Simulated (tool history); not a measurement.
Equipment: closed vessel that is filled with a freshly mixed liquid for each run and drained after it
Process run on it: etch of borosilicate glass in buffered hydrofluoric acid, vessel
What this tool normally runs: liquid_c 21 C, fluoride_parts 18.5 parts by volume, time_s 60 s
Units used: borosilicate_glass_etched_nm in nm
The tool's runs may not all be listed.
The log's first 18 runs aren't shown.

| run | hour | liquid_c | fluoride_parts | time_s | read-back film thickness of the borosilicate glass reference wafer, read on the same gauge (nm) | borosilicate_glass_etched_nm |
|---|---|---|---|---|---|---|
| 19 | 991.8 | 18 | 14.5 | 80 | 120 | 57.41 |
| 20 | 1052.1 | 17 | 23 | 30 | 120.01 | 13.41 |
| 21 | 1112 | 17 | 18.5 | 75 | 120.01 | 40.49 |
| 22 | 1167.1 | 23 | 18.5 | 60 | 120 | 44.92 |
| 23 | 1227.3 | 21 | 15.5 | 45 | 120 | 36.18 |
| 24 | 1297 | 21 | 18.5 | 60 | 120 | 40.56 |
| 25 | 1324.1 | 21 | 18.5 | 60 | 119.99 | 40.76 |
|  | 1357.5 | thermometer replaced |
| 26 | 1392.2 | 21 | 18.5 | 45 | 120 | 30.5 |
| 27 | 1460.3 | 18 | 24 | 85 | 119.99 | 39.13 |
| 28 | 1494 | 17.5 | 12 | 75 | 120.01 | 64.24 |
| 29 | 1526.7 | 17 | 18.5 | 60 | 119.99 | 32.69 |
| 30 | 1581.7 | 25.5 | 18.5 | 60 | 120.01 | 52.35 |
| 31 | 1616.8 | 21 | 18.5 | 75 | 119.99 | 50.97 |

Here are 5 independent what-if runs from the current tool condition. What would each one return?
| A | 1617.5 | 21 | 24 | 60 | ? | ? |
| B | 1617.5 | 25.5 | 18.5 | 70 | ? | ? |
| C | 1617.5 | 24.5 | 13.5 | 60 | ? | ? |
| D | 1617.5 | 19.5 | 25.5 | 75 | ? | ? |
| E | 1617.5 | 21 | 21.5 | 40 | ? | ? |

| run | read-back film thickness of the borosilicate glass reference wafer, read on the same gauge (nm) | borosilicate_glass_etched_nm |
|---|---|---|
| A | 119.98 | 32.98 |
| B | 119.98 | 60.89 |
| C | 119.98 | 67.58 |
| D | 119.98 | 36.38 |
| E | 119.98 | 23.73 |
What these runs would have given with no unlogged condition in the tool:
| run | borosilicate_glass_etched_nm |
|---|---|
| A | 32.06 |
| B | 58.51 |
| C | 64.94 |
| D | 35.37 |
| E | 23.07 |
